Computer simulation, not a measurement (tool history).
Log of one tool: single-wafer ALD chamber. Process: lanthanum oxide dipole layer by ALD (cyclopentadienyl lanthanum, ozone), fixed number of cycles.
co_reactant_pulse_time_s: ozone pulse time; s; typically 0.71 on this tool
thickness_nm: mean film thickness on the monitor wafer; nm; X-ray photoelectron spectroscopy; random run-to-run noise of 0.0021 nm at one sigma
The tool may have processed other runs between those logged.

run,day,co_reactant_pulse_time_s,wafers since the last listed run,hours since the last thermocouple change,hours since the last ozone generator service,hours since the showerhead was replaced,hours since the gauge calibration,"read-back reference wafer on the same gauge, thickness_nm",thickness_nm
1,0,0.89,0,2155.5,1625.1,2034.8,338.1,0.459,0.428
# day 1.496: gauge calibrated
2,2.079,0.89,722,2205.4,1675,2084.7,14,0.459,0.425
3,2.488,0.71,141,2215.2,1684.8,2094.5,23.8,0.459,0.38
4,2.962,0.9,165,2226.6,1696.2,2105.9,35.2,0.459,0.429
5,3.558,0.9,206,2240.9,1710.5,2120.2,49.5,0.459,0.426
6,4.779,0.71,424,2270.2,1739.8,2149.5,78.8,0.459,0.378
7,5.375,0.71,206,2284.5,1754.1,2163.8,93.1,0.459,0.375
8,5.979,0.88,209,2299,1768.6,2178.3,107.6,0.458,0.42
9,6.479,0.88,173,2311,1780.6,2190.3,119.6,0.459,0.418
# day 7.058: thermocouple changed; heater temperature recalibrated
10,7.212,0.71,138,3.7,1798.2,2207.9,137.2,0.459,0.38
11,7.704,0.71,170,15.5,1810,2219.7,149,0.459,0.376
12,7.962,0.71,89,21.7,1816.2,2225.9,155.2,0.459,0.376
13,8.5,0.71,186,34.6,1829.1,2238.8,168.1,0.459,0.378
14,9.233,0.71,254,52.2,1846.7,2256.4,185.7,0.459,0.377
15,9.567,0.93,115,60.2,1854.7,2264.4,193.7,0.459,0.43
16,10.821,0.54,435,90.3,1884.8,2294.5,223.8,0.459,0.32
# day 11.175: showerhead replaced, of another model than before
17,11.196,0.71,14,99.3,1893.8,0.5,232.8,0.459,0.389
18,11.596,0.83,138,108.9,1903.4,10.1,242.4,0.459,0.414

Predict the results of run 19:
19,13.667,0.56,719,158.6,1953.1,59.8,292.1,?,?

{"run 19": {"read-back reference wafer on the same gauge, thickness_nm": 0.459, "thickness_nm": 0.351}}
With no hidden state in the tool, this same run would have given thickness_nm 0.391 nm.

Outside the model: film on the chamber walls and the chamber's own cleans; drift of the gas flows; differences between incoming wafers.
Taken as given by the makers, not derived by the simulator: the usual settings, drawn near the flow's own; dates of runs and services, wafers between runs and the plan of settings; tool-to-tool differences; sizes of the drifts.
